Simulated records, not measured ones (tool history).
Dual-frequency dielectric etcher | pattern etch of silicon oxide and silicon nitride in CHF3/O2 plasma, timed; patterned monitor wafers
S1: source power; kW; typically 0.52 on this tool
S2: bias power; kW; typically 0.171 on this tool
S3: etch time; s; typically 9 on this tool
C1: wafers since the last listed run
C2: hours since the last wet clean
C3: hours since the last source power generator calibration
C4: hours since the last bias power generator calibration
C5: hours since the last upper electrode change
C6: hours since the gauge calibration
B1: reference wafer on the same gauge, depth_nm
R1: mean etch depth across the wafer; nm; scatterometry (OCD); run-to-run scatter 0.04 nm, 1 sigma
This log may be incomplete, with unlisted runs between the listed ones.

Run 1, hour 0: usual settings but S2 0.157 kW; C1 0; C2 399.5; C3 2882.9; C4 1776.4; C5 2454.5; C6 641.9; B1 13.8. Result: R1 11.77 nm.
Run 2, hour 21.8: usual settings; C1 347; C2 421.3; C3 2904.7; C4 1798.2; C5 2476.3; C6 663.7; B1 13.81. Result: R1 12.15 nm.
At hour 40.5: source power generator calibrated.
Run 3, hour 45.3: usual settings; C1 310; C2 444.8; C3 4.8; C4 1821.7; C5 2499.8; C6 687.2; B1 13.81. Result: R1 12.22 nm.
Run 4, hour 73.5: usual settings; C1 449; C2 473; C3 33; C4 1849.9; C5 2528; C6 715.4; B1 13.8. Result: R1 12.18 nm.
Run 5, hour 104.6: usual settings but S2 0.186 kW; C1 495; C2 504.1; C3 64.1; C4 1881; C5 2559.1; C6 746.5; B1 13.81. Result: R1 12.66 nm.
Run 6, hour 127.4: usual settings but S2 0.186 kW; C1 363; C2 526.9; C3 86.9; C4 1903.8; C5 2581.9; C6 769.3; B1 13.8. Result: R1 12.62 nm.
At hour 147.7: bias power generator calibrated.
Run 7, hour 148.2: usual settings but S2 0.186 kW; C1 267; C2 547.7; C3 107.7; C4 0.5; C5 2602.7; C6 790.1; B1 13.81. Result: R1 12.66 nm.
Run 8, hour 171.9: usual settings but S2 0.147 kW, S3 9.5 s; C1 377; C2 571.4; C3 131.4; C4 24.2; C5 2626.4; C6 813.8; B1 13.79. Result: R1 12.27 nm.
At hour 202.1: wet clean of the chamber.
Run 9, hour 202.6: usual settings; C1 106; C2 0.5; C3 162.1; C4 54.9; C5 2657.1; C6 844.5; B1 13.8. Result: R1 12.64 nm.
Run 10, hour 224.4: usual settings; C1 347; C2 22.3; C3 183.9; C4 76.7; C5 2678.9; C6 866.3; B1 13.8. Result: R1 12.54 nm.
Run 11, hour 246.6: usual settings; C1 353; C2 44.5; C3 206.1; C4 98.9; C5 2701.1; C6 888.5; B1 13.81. Result: R1 12.61 nm.
Run 12, hour 262.5: usual settings but S1 0.41 kW, S2 0.154 kW, S3 10.5 s; C1 253; C2 60.4; C3 222; C4 114.8; C5 2717; C6 904.4; B1 13.79. Result: R1 13 nm.
Run 13, hour 296.6: usual settings but S1 0.4 kW, S2 0.159 kW; C1 543; C2 94.5; C3 256.1; C4 148.9; C5 2751.1; C6 938.5; B1 13.81. Result: R1 11.26 nm.
Run 14, hour 312.4: usual settings but S1 0.4 kW, S3 11 s; C1 251; C2 110.3; C3 271.9; C4 164.7; C5 2766.9; C6 954.3; B1 13.79. Result: R1 14.11 nm.
Run 15, hour 333.6: usual settings but S1 0.46 kW; C1 337; C2 131.5; C3 293.1; C4 185.9; C5 2788.1; C6 975.5; B1 13.8. Result: R1 12.08 nm.
Run 16, hour 358.6: usual settings but S1 0.58 kW, S2 0.2 kW; C1 398; C2 156.5; C3 318.1; C4 210.9; C5 2813.1; C6 1000.5; B1 13.8. Result: R1 13.95 nm.
At hour 422.4: upper electrode replaced.
Run 17, hour 424.1: usual settings but S1 0.55 kW; C1 661; C2 222; C3 383.6; C4 276.4; C5 1.7; C6 1066; B1 13.82. Result: R1 13.04 nm.
Run 18, hour 445.2: usual settings but S1 0.39 kW, S2 0.191 kW; C1 336; C2 243.1; C3 404.7; C4 297.5; C5 22.8; C6 1087.1; B1 13.79. Result: R1 11.84 nm.
At hour 494.6: wet clean of the chamber, repeated, since the last time left the tool worse.
Run 19, hour 495.1: usual settings but S1 0.4 kW; C1 412; C2 0.5; C3 454.6; C4 347.4; C5 72.7; C6 1137; B1 13.81. Result: R1 10.87 nm.
At hour 497.7: gauge calibrated.
Run 20, hour 520: usual settings but S1 0.47 kW; C1 396; C2 25.4; C3 479.5; C4 372.3; C5 97.6; C6 22.3; B1 13.81. Result: R1 11.55 nm.
Run 21, hour 547.5: usual settings but S1 0.48 kW; C1 438; C2 52.9; C3 507; C4 399.8; C5 125.1; C6 49.8; B1 13.79. Result: R1 11.62 nm.
Run 22, hour 562.6: usual settings but S1 0.46 kW; C1 240; C2 68; C3 522.1; C4 414.9; C5 140.2; C6 64.9; B1 13.81. Result: R1 11.54 nm.
Run 23, hour 593.5: usual settings; C1 492; C2 98.9; C3 553; C4 445.8; C5 171.1; C6 95.8; B1 13.81. Result: R1 12.02 nm.
Run 24, hour 623.7: usual settings but S1 0.62 kW; C1 481; C2 129.1; C3 583.2; C4 476; C5 201.3; C6 126; B1 13.79. Result: R1 12.86 nm.
Run 25, hour 658.1: usual settings but S1 0.46 kW, S2 0.214 kW, S3 8.5 s; C1 548; C2 163.5; C3 617.6; C4 510.4; C5 235.7; C6 160.4; B1 13.79. Result: R1 11.76 nm.
Run 26, hour 672.5: usual settings but S1 0.44 kW; C1 229; C2 177.9; C3 632; C4 524.8; C5 250.1; C6 174.8; B1 13.8. Result: R1 11.41 nm.
Run 27, hour 692.6: usual settings but S1 0.39 kW, S2 0.193 kW, S3 10 s; C1 320; C2 198; C3 652.1; C4 544.9; C5 270.2; C6 194.9; B1 13.8. Result: R1 12.64 nm.
Run 28, hour 714.9: usual settings but S1 0.48 kW, S2 0.2 kW, S3 8 s; C1 355; C2 220.3; C3 674.4; C4 567.2; C5 292.5; C6 217.2; B1 13.8. Result: R1 11.02 nm.
Run 29, hour 738.5: usual settings but S2 0.189 kW, S3 7 s; C1 376; C2 243.9; C3 698; C4 590.8; C5 316.1; C6 240.8; B1 13.8. Result: R1 9.69 nm.
Run 30, hour 752.7: usual settings but S1 0.45 kW, S2 0.128 kW; C1 226; C2 258.1; C3 712.2; C4 605; C5 330.3; C6 255; B1 13.8. Result: R1 10.45 nm.

4 ways to go on from here, each from the tool as it stands after run 30. What would each give?
Run A, hour 753.1: usual settings but S1 0.57 kW; C1 6; C2 258.5; C3 712.6; C4 605.4; C5 330.7; C6 255.4; B1 ?. Result: R1 ?.
Run B, hour 753.1: usual settings but S1 0.4 kW, S2 0.183 kW, S3 10 s; C1 6; C2 258.5; C3 712.6; C4 605.4; C5 330.7; C6 255.4; B1 ?. Result: R1 ?.
Run C, hour 753.1: usual settings but S1 0.56 kW, S3 10 s; C1 6; C2 258.5; C3 712.6; C4 605.4; C5 330.7; C6 255.4; B1 ?. Result: R1 ?.
Run D, hour 753.1: usual settings but S2 0.144 kW; C1 6; C2 258.5; C3 712.6; C4 605.4; C5 330.7; C6 255.4; B1 ?. Result: R1 ?.

run    B1     R1
  A  13.8  12.57
  B  13.8  12.56
  C  13.8  13.87
  D  13.8  11.48
What these runs would have given with no unlogged condition in the tool:
run     R1
  A  12.36
  B  12.35
  C  13.64
  D  11.28
